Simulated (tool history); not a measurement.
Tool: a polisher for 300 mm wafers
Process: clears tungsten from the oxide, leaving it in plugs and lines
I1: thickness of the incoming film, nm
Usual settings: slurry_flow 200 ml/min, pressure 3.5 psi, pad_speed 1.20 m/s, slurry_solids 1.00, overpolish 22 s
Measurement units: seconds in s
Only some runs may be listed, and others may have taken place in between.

{"run": 1, "hour": 0.0, "slurry_flow": 200, "pressure": 3.5, "pad_speed": 1.2, "slurry_solids": 1.0, "overpolish": 27, "I1": 468.8, "seconds": 97.5}
{"run": 2, "hour": 38.2, "slurry_flow": 200, "pressure": 3.5, "pad_speed": 1.2, "slurry_solids": 1.0, "overpolish": 22, "I1": 480.4, "seconds": 98.4}
{"hour": 72.0, "done": "slurry nozzle cleaned"}
{"run": 3, "hour": 105.2, "slurry_flow": 200, "pressure": 3.5, "pad_speed": 1.2, "slurry_solids": 1.0, "overpolish": 22, "I1": 473.6, "seconds": 95.0}
{"run": 4, "hour": 169.5, "slurry_flow": 200, "pressure": 3.5, "pad_speed": 1.2, "slurry_solids": 1.0, "overpolish": 22, "I1": 471.7, "seconds": 100.4}
{"run": 5, "hour": 256.2, "slurry_flow": 200, "pressure": 3.5, "pad_speed": 1.2, "slurry_solids": 1.0, "overpolish": 22, "I1": 464.5, "seconds": 98.2}
{"run": 6, "hour": 347.0, "slurry_flow": 265, "pressure": 3.1, "pad_speed": 0.84, "slurry_solids": 0.9, "overpolish": 22, "I1": 476.3, "seconds": 128.0}
{"hour": 497.8, "done": "worn pad replaced by a new one"}
{"hour": 521.6, "done": "slurry tank refilled with fresh slurry and peroxide"}
{"hour": 527.1, "done": "head pressure recalibrated"}
{"hour": 654.1, "done": "slurry blender recalibrated"}
{"run": 7, "hour": 654.6, "slurry_flow": 200, "pressure": 3.5, "pad_speed": 1.2, "slurry_solids": 1.2, "overpolish": 22, "I1": 470.2, "seconds": 90.0}
{"run": 8, "hour": 712.6, "slurry_flow": 200, "pressure": 3.5, "pad_speed": 1.2, "slurry_solids": 1.0, "overpolish": 14, "I1": 466.0, "seconds": 96.7}
{"run": 9, "hour": 770.1, "slurry_flow": 200, "pressure": 3.5, "pad_speed": 1.54, "slurry_solids": 1.15, "overpolish": 22, "I1": 472.1, "seconds": 81.6}
{"run": 10, "hour": 832.6, "slurry_flow": 200, "pressure": 3.5, "pad_speed": 1.48, "slurry_solids": 1.15, "overpolish": 33, "I1": 476.2, "seconds": 86.6}
{"run": 11, "hour": 876.2, "slurry_flow": 255, "pressure": 3.5, "pad_speed": 1.2, "slurry_solids": 1.0, "overpolish": 22, "I1": 469.8, "seconds": 94.9}
{"hour": 883.5, "done": "slurry nozzle cleaned"}
{"run": 12, "hour": 913.5, "slurry_flow": 200, "pressure": 3.5, "pad_speed": 1.2, "slurry_solids": 1.0, "overpolish": 22, "I1": 475.2, "seconds": 100.9}
{"run": 13, "hour": 951.4, "slurry_flow": 265, "pressure": 4.1, "pad_speed": 0.9, "slurry_solids": 1.0, "overpolish": 22, "I1": 464.7, "seconds": 101.9}
{"run": 14, "hour": 994.9, "slurry_flow": 200, "pressure": 3.5, "pad_speed": 1.2, "slurry_solids": 0.85, "overpolish": 22, "I1": 461.7, "seconds": 102.1}
{"run": 15, "hour": 1042.8, "slurry_flow": 200, "pressure": 3.5, "pad_speed": 1.2, "slurry_solids": 1.0, "overpolish": 22, "I1": 470.6, "seconds": 101.6}
{"run": 16, "hour": 1096.3, "slurry_flow": 200, "pressure": 4.2, "pad_speed": 1.2, "slurry_solids": 1.1, "overpolish": 18, "I1": 473.8, "seconds": 93.8}
{"hour": 1190.3, "done": "worn pad replaced by a new one"}
{"hour": 1300.7, "done": "slurry tank refilled with fresh slurry and peroxide"}
{"hour": 1312.2, "done": "head pressure recalibrated"}
{"run": 17, "hour": 1365.4, "slurry_flow": 255, "pressure": 3.5, "pad_speed": 1.2, "slurry_solids": 1.0, "overpolish": 22, "I1": 476.6, "seconds": 92.3}
{"hour": 1389.8, "done": "slurry blender recalibrated"}
{"run": 18, "hour": 1642.7, "slurry_flow": 200, "pressure": 3.5, "pad_speed": 1.2, "slurry_solids": 1.0, "overpolish": 22, "I1": 470.4, "seconds": 99.8}
{"hour": 1734.7, "done": "slurry nozzle cleaned"}
{"run": 19, "hour": 1748.8, "slurry_flow": 200, "pressure": 4.2, "pad_speed": 1.02, "slurry_solids": 1.0, "overpolish": 22, "I1": 466.4, "seconds": 102.1}
{"run": 20, "hour": 1788.5, "slurry_flow": 200, "pressure": 3.5, "pad_speed": 1.2, "slurry_solids": 1.0, "overpolish": 22, "I1": 467.3, "seconds": 101.0}
{"run": 21, "hour": 1846.8, "slurry_flow": 200, "pressure": 4.6, "pad_speed": 1.2, "slurry_solids": 0.9, "overpolish": 22, "I1": 466.2, "seconds": 91.4}
{"hour": 1925.2, "done": "worn pad replaced by a new one"}
{"run": 22, "hour": 1929.0, "slurry_flow": 200, "pressure": 4.4, "pad_speed": 1.2, "slurry_solids": 1.3, "overpolish": 22, "I1": 470.2, "seconds": 81.6}
{"run": 23, "hour": 1982.3, "slurry_flow": 160, "pressure": 3.5, "pad_speed": 0.78, "slurry_solids": 1.1, "overpolish": 11, "I1": 478.1, "seconds": 126.4}
{"run": 24, "hour": 2080.0, "slurry_flow": 200, "pressure": 3.5, "pad_speed": 0.9, "slurry_solids": 0.9, "overpolish": 16, "I1": 463.1, "seconds": 115.9}
{"hour": 2085.9, "done": "slurry tank refilled with fresh slurry and peroxide"}
{"hour": 2099.6, "done": "head pressure recalibrated"}
{"run": 25, "hour": 2167.2, "slurry_flow": 140, "pressure": 3.5, "pad_speed": 1.2, "slurry_solids": 1.0, "overpolish": 22, "I1": 467.6, "seconds": 111.6}
{"run": 26, "hour": 2231.6, "slurry_flow": 245, "pressure": 3.5, "pad_speed": 0.82, "slurry_solids": 1.0, "overpolish": 22, "I1": 469.6, "seconds": 115.4}

Here are 4 independent what-if runs from the current tool condition. What would each one return?
{"run": "A", "hour": 2232.1, "slurry_flow": 200, "pressure": 3.5, "pad_speed": 1.2, "slurry_solids": 1.0, "overpolish": 22, "I1": 463.8, "seconds": "?"}
{"run": "B", "hour": 2232.1, "slurry_flow": 200, "pressure": 2.6, "pad_speed": 1.2, "slurry_solids": 1.0, "overpolish": 29, "I1": 463.8, "seconds": "?"}
{"run": "C", "hour": 2232.1, "slurry_flow": 150, "pressure": 3.5, "pad_speed": 1.04, "slurry_solids": 1.0, "overpolish": 18, "I1": 463.8, "seconds": "?"}
{"run": "D", "hour": 2232.1, "slurry_flow": 200, "pressure": 3.5, "pad_speed": 1.36, "slurry_solids": 1.0, "overpolish": 22, "I1": 463.8, "seconds": "?"}

run=A seconds=98.1
run=B seconds=111.5
run=C seconds=115.5
run=D seconds=91.4
Take away the tool's hidden state, keep each run's random variation, and the runs would have read:
run=A seconds=94.1
run=B seconds=106.9
run=C seconds=110.7
run=D seconds=87.6

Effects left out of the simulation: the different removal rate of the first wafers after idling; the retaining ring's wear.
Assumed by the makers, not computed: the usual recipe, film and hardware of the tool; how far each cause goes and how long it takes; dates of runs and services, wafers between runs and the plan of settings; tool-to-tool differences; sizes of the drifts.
